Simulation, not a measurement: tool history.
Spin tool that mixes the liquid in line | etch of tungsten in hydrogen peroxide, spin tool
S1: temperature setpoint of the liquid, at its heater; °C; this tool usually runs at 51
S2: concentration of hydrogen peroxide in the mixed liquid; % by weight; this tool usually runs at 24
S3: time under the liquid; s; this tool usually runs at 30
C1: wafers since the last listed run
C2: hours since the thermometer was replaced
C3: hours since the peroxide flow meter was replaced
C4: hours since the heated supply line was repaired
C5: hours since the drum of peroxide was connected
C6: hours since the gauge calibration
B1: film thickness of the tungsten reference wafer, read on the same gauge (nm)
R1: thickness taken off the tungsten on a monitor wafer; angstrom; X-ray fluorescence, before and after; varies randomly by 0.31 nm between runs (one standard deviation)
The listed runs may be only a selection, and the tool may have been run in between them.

run	hour	S1	S2	S3	C1	C2	C3	C4	C5	C6	B1	R1
1	0	51	24	30	0	924.8	815.8	3307	97	381.1	69.98	923
2	43.6	51	24	30	688	968.4	859.4	3350.6	140.6	424.7	69.98	918.5
# hour 48: thermometer replaced
3	104.4	51	24	30	943	56.4	920.2	3411.4	201.4	485.5	69.99	913.1
4	149.1	51	24	30	705	101.1	964.9	3456.1	246.1	530.2	69.96	916.2
5	181.4	51	24	30	509	133.4	997.2	3488.4	278.4	562.5	69.99	914
6	252.4	51	24	30	1120	204.4	1068.2	3559.4	349.4	633.5	69.98	917.3
7	281.9	51	19	25	465	233.9	1097.7	3588.9	378.9	663	70.01	677.8
8	328	51	19	25	727	280	1143.8	3635	425	709.1	69.97	672.9
9	392.1	51	24	30	1011	344.1	1207.9	3699.1	489.1	773.2	70	905.1
10	456.5	51	24	30	1016	408.5	1272.3	3763.5	553.5	837.6	69.97	904.9
# hour 477: heated supply line repaired
11	519.8	51	24	30	983	471.8	1335.6	42.8	616.8	900.9	69.96	907.1
# hour 526.4: new drum of peroxide connected
12	585.1	51	24	30	1014	537.1	1400.9	108.1	58.7	966.2	69.94	919.9
13	650.3	51	24	35	1029	602.3	1466.1	173.3	123.9	1031.4	70.04	1077
14	681.8	51	24	20	497	633.8	1497.6	204.8	155.4	1062.9	70	610.5
15	748.4	42	24	30	1051	700.4	1564.2	271.4	222	1129.5	69.98	522.6
16	814.7	57.5	27.5	20	1046	766.7	1630.5	337.7	288.3	1195.8	70.01	969.1
# hour 854.2: peroxide flow meter replaced
17	862.3	48.5	24	30	735	814.3	8.1	385.3	335.9	1243.4	70.02	787.4
# hour 895: gauge calibrated
18	924.3	51	24	30	978	876.3	70.1	447.3	397.9	29.3	69.96	911.8

What does the tool deliver on the next run?
19	953.8	51	24	30	465	905.8	99.6	476.8	427.4	58.8	?	?

Logged for run 19: B1 70.03, R1 906.6 angstrom.
Without the tool's hidden state the same run would have given R1 919.6 angstrom.
